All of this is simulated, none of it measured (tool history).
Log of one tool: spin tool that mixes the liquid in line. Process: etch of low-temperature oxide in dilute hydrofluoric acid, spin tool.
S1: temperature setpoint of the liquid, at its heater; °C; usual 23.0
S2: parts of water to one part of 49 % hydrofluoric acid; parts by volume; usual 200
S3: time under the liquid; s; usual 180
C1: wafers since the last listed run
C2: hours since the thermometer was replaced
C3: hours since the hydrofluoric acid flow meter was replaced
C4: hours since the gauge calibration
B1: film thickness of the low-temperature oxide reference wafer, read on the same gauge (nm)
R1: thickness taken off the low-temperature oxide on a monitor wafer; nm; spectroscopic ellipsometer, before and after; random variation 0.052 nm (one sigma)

| run | day | S1 | S2 | S3 | C1 | C2 | C3 | C4 | B1 | R1 |
|---|---|---|---|---|---|---|---|---|---|---|
| 1 | 0.000 | 19.5 | 200 | 180 | 0 | 2442.0 | 731.9 | 153.3 | 150.00 | 7.99 |
| 2 | 0.508 | 23.0 | 200 | 180 | 106 | 2454.2 | 744.1 | 165.5 | 150.02 | 9.24 |
| 3 | 1.375 | 23.0 | 200 | 180 | 180 | 2475.0 | 764.9 | 186.3 | 150.00 | 9.24 |
| 4 | 2.471 | 20.5 | 200 | 255 | 228 | 2501.3 | 791.2 | 212.6 | 150.00 | 11.79 |
| 5 | 3.617 | 20.5 | 200 | 255 | 239 | 2528.8 | 818.7 | 240.1 | 150.01 | 11.82 |
| 6 | 4.988 | 24.5 | 200 | 235 | 286 | 2561.7 | 851.6 | 273.0 | 150.01 | 12.77 |
| 7 | 6.058 | 24.5 | 200 | 235 | 223 | 2587.4 | 877.3 | 298.7 | 150.02 | 12.60 |
| 8 | 6.875 | 24.5 | 200 | 235 | 170 | 2607.0 | 896.9 | 318.3 | 150.00 | 12.79 |
| 9 | 7.667 | 23.0 | 175 | 180 | 165 | 2626.0 | 915.9 | 337.3 | 149.99 | 10.78 |
| 10 | 8.296 | 23.0 | 175 | 180 | 131 | 2641.1 | 931.0 | 352.4 | 149.99 | 10.65 |
| 11 | 8.925 | 23.0 | 230 | 180 | 131 | 2656.2 | 946.1 | 367.5 | 150.02 | 7.76 |
|  | 9.375 | thermometer replaced |
| 12 | 10.371 | 21.5 | 130 | 145 | 293 | 23.9 | 980.8 | 402.2 | 150.00 | 12.64 |
| 13 | 11.808 | 18.5 | 155 | 290 | 300 | 58.4 | 1015.3 | 436.7 | 149.98 | 18.52 |
| 14 | 12.612 | 24.5 | 200 | 235 | 167 | 77.7 | 1034.6 | 456.0 | 150.00 | 13.90 |
|  | 13.758 | gauge calibrated |
|  | 14.800 | hydrofluoric acid flow meter replaced |
| 15 | 16.608 | 23.0 | 200 | 265 | 825 | 173.6 | 43.4 | 68.4 | 150.00 | 14.69 |
| 16 | 17.688 | 20.0 | 165 | 215 | 225 | 199.5 | 69.3 | 94.3 | 150.02 | 13.44 |
| 17 | 18.538 | 23.0 | 200 | 180 | 177 | 219.9 | 89.7 | 114.7 | 150.02 | 10.00 |
| 18 | 19.067 | 23.0 | 200 | 180 | 110 | 232.6 | 102.4 | 127.4 | 150.00 | 9.98 |
| 19 | 19.617 | 20.0 | 200 | 180 | 114 | 245.8 | 115.6 | 140.6 | 150.01 | 8.84 |
| 20 | 20.150 | 25.0 | 100 | 275 | 111 | 258.6 | 128.4 | 153.4 | 150.00 | 36.67 |
| 21 | 21.075 | 21.0 | 200 | 215 | 193 | 280.8 | 150.6 | 175.6 | 150.02 | 11.00 |

5 ways to go on from here, each from the tool as it stands after run 21. What would each give?
| A | 21.096 | 23.0 | 200 | 135 | 4 | 281.3 | 151.1 | 176.1 | ? | ? |
| B | 21.096 | 27.0 | 100 | 135 | 4 | 281.3 | 151.1 | 176.1 | ? | ? |
| C | 21.096 | 23.0 | 100 | 115 | 4 | 281.3 | 151.1 | 176.1 | ? | ? |
| D | 21.096 | 21.0 | 200 | 255 | 4 | 281.3 | 151.1 | 176.1 | ? | ? |
| E | 21.096 | 23.0 | 240 | 180 | 4 | 281.3 | 151.1 | 176.1 | ? | ? |

| run | B1 | R1 |
|---|---|---|
| A | 149.99 | 7.48 |
| B | 149.99 | 19.57 |
| C | 149.99 | 14.24 |
| D | 149.99 | 13.10 |
| E | 149.99 | 7.98 |
Without the tool's hidden state the same runs would have given:
| run | R1 |
|---|---|
| A | 7.61 |
| B | 19.92 |
| C | 14.51 |
| D | 13.33 |
| E | 8.12 |

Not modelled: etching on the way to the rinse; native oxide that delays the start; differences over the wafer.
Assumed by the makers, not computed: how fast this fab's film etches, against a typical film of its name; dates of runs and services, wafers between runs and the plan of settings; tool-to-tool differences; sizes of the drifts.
